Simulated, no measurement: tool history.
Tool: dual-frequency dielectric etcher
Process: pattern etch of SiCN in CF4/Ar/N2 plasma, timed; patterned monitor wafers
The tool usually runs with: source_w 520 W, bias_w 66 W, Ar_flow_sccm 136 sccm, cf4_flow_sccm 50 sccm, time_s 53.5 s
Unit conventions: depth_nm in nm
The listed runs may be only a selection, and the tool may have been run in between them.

run,day,source_w,bias_w,Ar_flow_sccm,cf4_flow_sccm,time_s,"read-back reference wafer on the same gauge, depth_nm",depth_nm
1,0,520,66,136,50,53.5,52.11,45.42
2,0.379,520,66,115,50,53.5,52.15,46.66
3,0.758,520,66,136,50,53.5,52.11,45.52
4,1.275,520,66,136,50,53.5,52.08,45.19
5,1.7,520,66,136,50,53.5,52.14,45.36
6,2.433,520,66,136,50,53.5,52.05,45.47
7,2.829,520,66,136,50,53.5,52.1,45.4
8,3.417,520,66,136,50,53.5,52.12,45.74
# day 3.692: bias power generator calibrated
# day 4.308: Ar flow controller replaced
# day 4.625: wet clean of the chamber
9,4.646,520,60,136,50,53.5,52.1,45.08
10,4.658,520,66,136,50,53.5,52.12,47.32
11,4.696,520,73,136,50,53.5,52.11,48.43
# day 5.117: gauge calibrated
# day 5.188: source power generator calibrated
# day 5.358: CF4 flow controller replaced
# day 6.338: wet clean of the chamber, repeated, since the last time left the tool worse
# day 6.604: upper electrode replaced
12,6.625,520,66,136,50,53.5,52.06,44.01
13,6.642,580,78,136,50,43,52.09,41.62
14,6.654,460,73,136,50,59.5,52.06,45.18
15,6.667,520,66,136,50,53.5,52.11,44.12
16,6.888,520,66,151,50,53.5,52.17,43.15
17,7.175,420,66,136,50,53.5,52.12,36.25
18,7.488,590,66,136,50,53.5,52.11,49.54
19,7.971,520,78,152,57,60.5,52.15,53.21
20,8.696,580,66,126,50,53.5,52.09,49.32

Run by run, hidden condition taken away, random variation retained:
Hidden state at play: etch rate over this chamber's usual, %; source power that arrives over what is set, %; bias power that arrives over what is set, %; Ar flow that arrives over what is set, %; CF4 flow that arrives over what is set, %; gauge reads high (%).
run,depth_nm
1,44.16
2,45.34
3,44.21
4,43.85
5,43.99
6,44.05
7,43.94
8,44.23
9,42.28
10,44.38
11,45.42
12,44.22
13,41.82
14,45.4
15,44.34
16,43.34
17,36.4
18,49.71
19,53.35
20,49.4
